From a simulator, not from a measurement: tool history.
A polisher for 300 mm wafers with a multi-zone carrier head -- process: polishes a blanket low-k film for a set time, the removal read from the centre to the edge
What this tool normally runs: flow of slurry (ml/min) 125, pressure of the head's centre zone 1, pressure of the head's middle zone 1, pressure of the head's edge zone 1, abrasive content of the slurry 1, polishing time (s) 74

| run | hour | flow of slurry (ml/min) | pressure of the head's centre zone | pressure of the head's middle zone | pressure of the head's edge zone | abrasive content of the slurry | polishing time (s) | incoming thickness of the incoming film, nm | film removed at the wafer's centre (Å) | film removed at mid-radius (Å) | film removed at the wafer's edge (Å) |
|---|---|---|---|---|---|---|---|---|---|---|---|
| 1 | 0 | 105 | 1 | 1 | 1 | 1 | 87 | 502.6 | 583 | 510 | 526 |
| 2 | 16.8 | 125 | 1 | 1 | 1 | 1 | 74 | 493.3 | 510 | 461 | 454 |
|  | 40.3 | worn pad replaced by a new one |
| 3 | 48.3 | 125 | 1 | 1 | 1 | 1.2 | 74 | 511.5 | 541 | 493 | 483 |
| 4 | 61.2 | 125 | 1 | 1 | 1 | 1 | 74 | 493.2 | 515 | 469 | 454 |
| 5 | 91.7 | 125 | 1 | 1 | 1 | 0.9 | 74 | 502.6 | 495 | 439 | 439 |
| 6 | 107 | 125 | 1 | 1 | 1 | 0.9 | 74 | 502.7 | 505 | 448 | 441 |
|  | 128.2 | worn pad replaced by a new one |
| 7 | 136.6 | 125 | 0.94 | 1 | 1 | 1 | 74 | 491.6 | 492 | 461 | 452 |
| 8 | 154.5 | 125 | 1 | 1 | 1 | 1 | 74 | 497.6 | 520 | 458 | 456 |
| 9 | 179.4 | 125 | 1 | 1 | 1 | 1 | 74 | 500.4 | 522 | 463 | 456 |
| 10 | 200.5 | 125 | 1 | 1 | 1 | 1 | 74 | 501.3 | 528 | 460 | 457 |
|  | 227.3 | worn pad replaced by a new one |
|  | 236.4 | carrier head's membrane replaced by a new one |
| 11 | 236.9 | 95 | 1 | 1 | 1 | 0.9 | 61 | 495.5 | 378 | 340 | 347 |
| 12 | 270.1 | 125 | 1 | 1 | 1 | 1.3 | 85 | 500.9 | 658 | 572 | 572 |
| 13 | 287.1 | 160 | 1.06 | 1 | 1 | 1 | 74 | 501.4 | 578 | 484 | 475 |
|  | 311 | edge zone pressure recalibrated |
| 14 | 311.5 | 125 | 1.11 | 1 | 1.05 | 1 | 94 | 493.4 | 732 | 581 | 592 |
|  | 325.8 | centre zone pressure recalibrated |
|  | 327.9 | worn pad replaced by a new one |
|  | 350.9 | slurry nozzle cleaned |
| 15 | 374.7 | 125 | 1 | 1 | 1 | 1 | 74 | 503.5 | 469 | 458 | 452 |
| 16 | 393.9 | 100 | 1 | 1 | 1 | 1.15 | 99 | 504.4 | 617 | 609 | 609 |
|  | 418.7 | worn pad replaced by a new one |
| 17 | 419.2 | 125 | 1.09 | 1 | 1 | 0.85 | 74 | 493.2 | 489 | 433 | 436 |
| 18 | 446.9 | 125 | 1 | 1 | 1 | 1 | 74 | 495.5 | 483 | 458 | 455 |
| 19 | 467.6 | 125 | 1 | 1 | 1 | 1 | 74 | 505.4 | 477 | 461 | 461 |
| 20 | 484.7 | 150 | 1 | 1 | 0.95 | 1.25 | 74 | 505.7 | 537 | 512 | 494 |
|  | 519.4 | worn pad replaced by a new one |
| 21 | 519.9 | 160 | 1.12 | 1.1 | 1 | 1 | 91 | 496.6 | 712 | 640 | 585 |

5 options for the next run, each taken on its own from the tool as it stands now. Forecast them:
| A | 520.3 | 125 | 1 | 1 | 1 | 1 | 74 | 502.7 | ? | ? | ? |
| B | 520.3 | 100 | 1.06 | 1 | 1 | 1 | 83 | 502.7 | ? | ? | ? |
| C | 520.3 | 125 | 1 | 1.08 | 1 | 1 | 74 | 502.7 | ? | ? | ? |
| D | 520.3 | 125 | 1 | 1 | 1 | 1.25 | 62 | 502.7 | ? | ? | ? |
| E | 520.3 | 150 | 1.05 | 1 | 1.04 | 1 | 62 | 502.7 | ? | ? | ? |

| run | film removed at the wafer's centre (Å) | film removed at mid-radius (Å) | film removed at the wafer's edge (Å) |
|---|---|---|---|
| A | 492 | 459 | 455 |
| B | 546 | 485 | 489 |
| C | 492 | 490 | 454 |
| D | 442 | 413 | 409 |
| E | 453 | 400 | 399 |
Take away the tool's hidden state, keep each run's random variation, and the runs would have read:
| run | film removed at the wafer's centre (Å) | film removed at mid-radius (Å) | film removed at the wafer's edge (Å) |
|---|---|---|---|
| A | 468 | 459 | 455 |
| B | 520 | 485 | 489 |
| C | 468 | 490 | 454 |
| D | 421 | 413 | 409 |
| E | 431 | 400 | 399 |
